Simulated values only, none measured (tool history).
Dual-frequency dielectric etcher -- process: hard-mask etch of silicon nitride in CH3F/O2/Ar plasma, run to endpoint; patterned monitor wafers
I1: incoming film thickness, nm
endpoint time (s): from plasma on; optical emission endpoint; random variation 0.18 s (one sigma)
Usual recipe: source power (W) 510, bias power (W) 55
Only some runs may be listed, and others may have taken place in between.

run 1 hour=0.0 | source_power_(W)=510 bias_power_(W)=64 | I1=32.84 | endpoint_time_(s)=46.3
run 2 hour=70.9 | source_power_(W)=510 bias_power_(W)=64 | I1=33.13 | endpoint_time_(s)=47.1
-- hour=100.2 wet clean of the chamber
run 3 hour=100.7 | source_power_(W)=510 bias_power_(W)=55 | I1=32.72 | endpoint_time_(s)=47.0
run 4 hour=142.3 | source_power_(W)=510 bias_power_(W)=45 | I1=33.04 | endpoint_time_(s)=50.4
run 5 hour=193.6 | source_power_(W)=510 bias_power_(W)=45 | I1=33.00 | endpoint_time_(s)=50.5
run 6 hour=251.4 | source_power_(W)=480 bias_power_(W)=48 | I1=32.97 | endpoint_time_(s)=51.0
run 7 hour=287.2 | source_power_(W)=480 bias_power_(W)=48 | I1=33.06 | endpoint_time_(s)=50.9
run 8 hour=315.1 | source_power_(W)=480 bias_power_(W)=48 | I1=32.95 | endpoint_time_(s)=51.1
run 9 hour=396.3 | source_power_(W)=510 bias_power_(W)=55 | I1=33.04 | endpoint_time_(s)=49.0
run 10 hour=422.2 | source_power_(W)=510 bias_power_(W)=55 | I1=32.98 | endpoint_time_(s)=48.7
-- hour=510.6 wet clean of the chamber
run 11 hour=598.4 | source_power_(W)=510 bias_power_(W)=59 | I1=33.12 | endpoint_time_(s)=47.1
-- hour=627.6 upper electrode replaced
run 12 hour=647.8 | source_power_(W)=510 bias_power_(W)=55 | I1=32.85 | endpoint_time_(s)=48.5
run 13 hour=683.3 | source_power_(W)=610 bias_power_(W)=48 | I1=32.94 | endpoint_time_(s)=47.8
run 14 hour=710.8 | source_power_(W)=610 bias_power_(W)=48 | I1=32.84 | endpoint_time_(s)=47.7
run 15 hour=741.1 | source_power_(W)=560 bias_power_(W)=55 | I1=33.32 | endpoint_time_(s)=48.0
run 16 hour=834.8 | source_power_(W)=560 bias_power_(W)=55 | I1=32.96 | endpoint_time_(s)=48.0
-- hour=865.0 wet clean of the chamber
run 17 hour=865.5 | source_power_(W)=510 bias_power_(W)=55 | I1=33.16 | endpoint_time_(s)=47.1
run 18 hour=931.2 | source_power_(W)=510 bias_power_(W)=55 | I1=33.08 | endpoint_time_(s)=47.6
run 19 hour=1001.4 | source_power_(W)=610 bias_power_(W)=48 | I1=33.13 | endpoint_time_(s)=47.0
run 20 hour=1072.8 | source_power_(W)=480 bias_power_(W)=48 | I1=33.05 | endpoint_time_(s)=51.2
-- hour=1089.0 source power generator calibrated
run 21 hour=1133.6 | source_power_(W)=460 bias_power_(W)=59 | I1=32.76 | endpoint_time_(s)=48.6
run 22 hour=1173.4 | source_power_(W)=460 bias_power_(W)=55 | I1=33.07 | endpoint_time_(s)=50.2
-- hour=1241.1 wet clean of the chamber
run 23 hour=1241.6 | source_power_(W)=480 bias_power_(W)=42 | I1=33.03 | endpoint_time_(s)=52.0
run 24 hour=1275.5 | source_power_(W)=510 bias_power_(W)=47 | I1=33.16 | endpoint_time_(s)=49.9
run 25 hour=1321.8 | source_power_(W)=390 bias_power_(W)=55 | I1=32.94 | endpoint_time_(s)=51.4
run 26 hour=1373.0 | source_power_(W)=430 bias_power_(W)=55 | I1=33.10 | endpoint_time_(s)=50.8
run 27 hour=1409.4 | source_power_(W)=400 bias_power_(W)=42 | I1=32.82 | endpoint_time_(s)=55.3
-- hour=1439.7 bias power generator calibrated
run 28 hour=1455.6 | source_power_(W)=510 bias_power_(W)=68 | I1=33.31 | endpoint_time_(s)=45.5
run 29 hour=1502.0 | source_power_(W)=620 bias_power_(W)=42 | I1=32.79 | endpoint_time_(s)=49.0
run 30 hour=1571.7 | source_power_(W)=560 bias_power_(W)=63 | I1=32.70 | endpoint_time_(s)=45.3
run 31 hour=1602.8 | source_power_(W)=630 bias_power_(W)=67 | I1=32.66 | endpoint_time_(s)=42.9
-- hour=1688.4 wet clean of the chamber
run 32 hour=1688.9 | source_power_(W)=470 bias_power_(W)=65 | I1=33.09 | endpoint_time_(s)=46.2
run 33 hour=1737.9 | source_power_(W)=550 bias_power_(W)=45 | I1=33.13 | endpoint_time_(s)=49.2
run 34 hour=1784.1 | source_power_(W)=390 bias_power_(W)=59 | I1=32.78 | endpoint_time_(s)=49.9
run 35 hour=1850.8 | source_power_(W)=510 bias_power_(W)=55 | I1=33.09 | endpoint_time_(s)=48.3

Branching from run 35: 4 alternative next runs. What would each branch give?
run A hour=1851.2 | source_power_(W)=510 bias_power_(W)=46 | I1=33.28 | endpoint_time_(s)=?
run B hour=1851.2 | source_power_(W)=610 bias_power_(W)=55 | I1=33.28 | endpoint_time_(s)=?
run C hour=1851.2 | source_power_(W)=640 bias_power_(W)=51 | I1=33.28 | endpoint_time_(s)=?
run D hour=1851.2 | source_power_(W)=430 bias_power_(W)=69 | I1=33.28 | endpoint_time_(s)=?

run=A endpoint_time_(s)=51.0
run=B endpoint_time_(s)=45.9
run=C endpoint_time_(s)=46.3
run=D endpoint_time_(s)=47.4
With the hidden condition removed and each run's random variation left untouched, the same runs would have given:
run=A endpoint_time_(s)=50.0
run=B endpoint_time_(s)=45.1
run=C endpoint_time_(s)=45.4
run=D endpoint_time_(s)=46.5
